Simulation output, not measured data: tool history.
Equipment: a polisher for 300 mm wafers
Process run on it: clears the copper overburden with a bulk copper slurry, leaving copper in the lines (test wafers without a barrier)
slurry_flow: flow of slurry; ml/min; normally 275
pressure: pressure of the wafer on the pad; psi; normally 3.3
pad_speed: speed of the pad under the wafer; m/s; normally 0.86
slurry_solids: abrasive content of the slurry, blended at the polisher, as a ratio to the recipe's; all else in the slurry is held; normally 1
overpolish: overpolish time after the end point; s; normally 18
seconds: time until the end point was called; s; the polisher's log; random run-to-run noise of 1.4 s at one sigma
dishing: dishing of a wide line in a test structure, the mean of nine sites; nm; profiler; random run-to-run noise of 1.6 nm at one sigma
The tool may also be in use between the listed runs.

| run | day | slurry_flow | pressure | pad_speed | slurry_solids | overpolish | incoming thickness of the incoming film, nm | seconds | dishing |
|---|---|---|---|---|---|---|---|---|---|
| 1 | 0.000 | 275 | 3.3 | 0.86 | 1 | 18 | 722.8 | 79.4 | 66.1 |
|  | 1.625 | slurry blender recalibrated |
| 2 | 5.112 | 220 | 3.7 | 0.86 | 1 | 18 | 748.1 | 76.6 | 63.7 |
|  | 8.396 | head pressure recalibrated |
| 3 | 9.312 | 275 | 3.3 | 0.86 | 1 | 18 | 730.5 | 84.6 | 64.9 |
|  | 9.492 | worn pad replaced by a new one |
| 4 | 13.183 | 275 | 2.7 | 0.86 | 1 | 18 | 729.6 | 87.4 | 61.0 |
| 5 | 15.467 | 275 | 3.3 | 0.86 | 1 | 18 | 726.1 | 71.6 | 66.7 |
|  | 16.688 | slurry nozzle cleaned |
| 6 | 18.433 | 275 | 3.3 | 0.86 | 1 | 18 | 734.1 | 75.1 | 66.5 |
| 7 | 20.225 | 275 | 3.3 | 0.86 | 1 | 18 | 750.5 | 75.8 | 66.4 |
| 8 | 22.212 | 255 | 3.3 | 1.10 | 1 | 18 | 726.6 | 59.8 | 70.0 |
|  | 22.783 | slurry blender recalibrated |
| 9 | 24.512 | 255 | 3.3 | 1.10 | 1 | 18 | 738.6 | 60.8 | 71.7 |
| 10 | 28.875 | 255 | 3.3 | 1.10 | 1 | 18 | 738.1 | 66.0 | 71.9 |
|  | 29.679 | worn pad replaced by a new one |
| 11 | 31.004 | 275 | 3.3 | 0.86 | 1 | 18 | 738.8 | 72.9 | 68.0 |
|  | 32.933 | head pressure recalibrated |
|  | 37.946 | slurry nozzle cleaned |
| 12 | 37.967 | 245 | 3.3 | 0.86 | 1 | 18 | 732.5 | 74.3 | 66.8 |
| 13 | 43.071 | 275 | 3.3 | 0.86 | 1 | 18 | 743.9 | 76.9 | 63.7 |
| 14 | 45.004 | 275 | 3.3 | 1.08 | 1 | 18 | 738.1 | 59.5 | 73.3 |
|  | 45.292 | slurry blender recalibrated |
| 15 | 46.683 | 275 | 3.3 | 0.86 | 1 | 18 | 737.4 | 77.0 | 63.7 |

Run 16, settings as shown, results not yet in. Your forecast:
|  | 48.521 | worn pad replaced by a new one |
| 16 | 48.688 | 335 | 3.3 | 1.10 | 1 | 25 | 744.8 | ? | ? |

seconds: 54.8 s
dishing: 75.5 nm
With no hidden state in the tool, this same run would have given seconds 54.2 s, dishing 75.7 nm.
